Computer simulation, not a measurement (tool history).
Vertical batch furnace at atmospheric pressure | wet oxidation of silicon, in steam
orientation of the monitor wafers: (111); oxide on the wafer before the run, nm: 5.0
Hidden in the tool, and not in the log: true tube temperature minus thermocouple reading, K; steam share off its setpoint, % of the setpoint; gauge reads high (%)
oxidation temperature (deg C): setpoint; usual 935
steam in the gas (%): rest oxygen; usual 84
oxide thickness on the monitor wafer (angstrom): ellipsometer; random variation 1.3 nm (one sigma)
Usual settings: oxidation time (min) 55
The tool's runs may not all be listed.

run,hour,oxidation temperature (deg C),oxidation time (min),steam in the gas (%),wafers since the last listed run,hours since the last temperature calibration,hours since the steam generator was serviced,hours since the gauge calibration,"read-back reference wafer on the same gauge, thickness",oxide thickness on the monitor wafer (angstrom)
1,0,935,55,84,0,4818,2397.3,89.6,276.78,2612
2,6.2,935,55,91,131,4824.2,2403.5,95.8,276.98,2778.3
3,23.7,916,55,84,370,4841.7,2421,113.3,276.77,2220.7
4,35.7,916,55,84,254,4853.7,2433,125.3,276.78,2216.6
5,51.8,916,55,84,340,4869.8,2449.1,141.4,277.06,2216.8
6,57.9,935,34.5,84,129,4875.9,2455.2,147.5,276.92,1852.2
# hour 63.6: gauge calibrated
# hour 83: steam generator serviced
7,83.5,935,34.5,84,33,4901.5,0.5,19.9,277.11,1818
# hour 109.2: thermocouples replaced and temperature profile calibrated
8,109.7,935,34.5,84,46,0.5,26.7,46.1,276.65,1843
9,113.6,954,72.5,84,82,4.4,30.6,50,277.17,3677.8
10,117.5,954,72.5,84,82,8.3,34.5,53.9,276.95,3712.3
11,121.7,954,72.5,84,88,12.5,38.7,58.1,277.04,3671.9
12,138,935,55,84,345,28.8,55,74.4,276.77,2625.6
13,147.3,954,72.5,84,196,38.1,64.3,83.7,276.88,3698.1
14,154.3,921,70,84,148,45.1,71.3,90.7,277.36,2771.1
15,168.1,925,82,78,292,58.9,85.1,104.5,277.33,3066.4
16,179.1,923,55,75,232,69.9,96.1,115.5,277.09,2172.5
# hour 209.8: gauge calibrated
17,209.9,948,55,94,652,100.7,126.9,0.1,276.84,3151.8
18,225.2,935,55,84,324,116,142.2,15.4,277.04,2595.1
19,237,923,55,84,249,127.8,154,27.2,277.3,2368.4
20,249.3,935,55,74,260,140.1,166.3,39.5,277.01,2366.2
21,260.6,935,55,84,239,151.4,177.6,50.8,276.75,2615.4
22,270.3,925,63,94,205,161.1,187.3,60.5,277,2891.2

Forecast each of these 5 alternatives for the next run:
A,274.3,935,46.5,84,84,165.1,191.3,64.5,?,?
B,274.3,935,55,93,84,165.1,191.3,64.5,?,?
C,274.3,941,55,84,84,165.1,191.3,64.5,?,?
D,274.3,948,28.5,90,84,165.1,191.3,64.5,?,?
E,274.3,913,62,84,84,165.1,191.3,64.5,?,?

run,"read-back reference wafer on the same gauge, thickness",oxide thickness on the monitor wafer (angstrom)
A,276.82,2283.9
B,276.82,2786.8
C,276.82,2717.4
D,276.82,1866.3
E,276.82,2330.3
Without the tool's hidden state the same runs would have given:
run,oxide thickness on the monitor wafer (angstrom)
A,2283.9
B,2786.8
C,2717.4
D,1866.3
E,2330.3
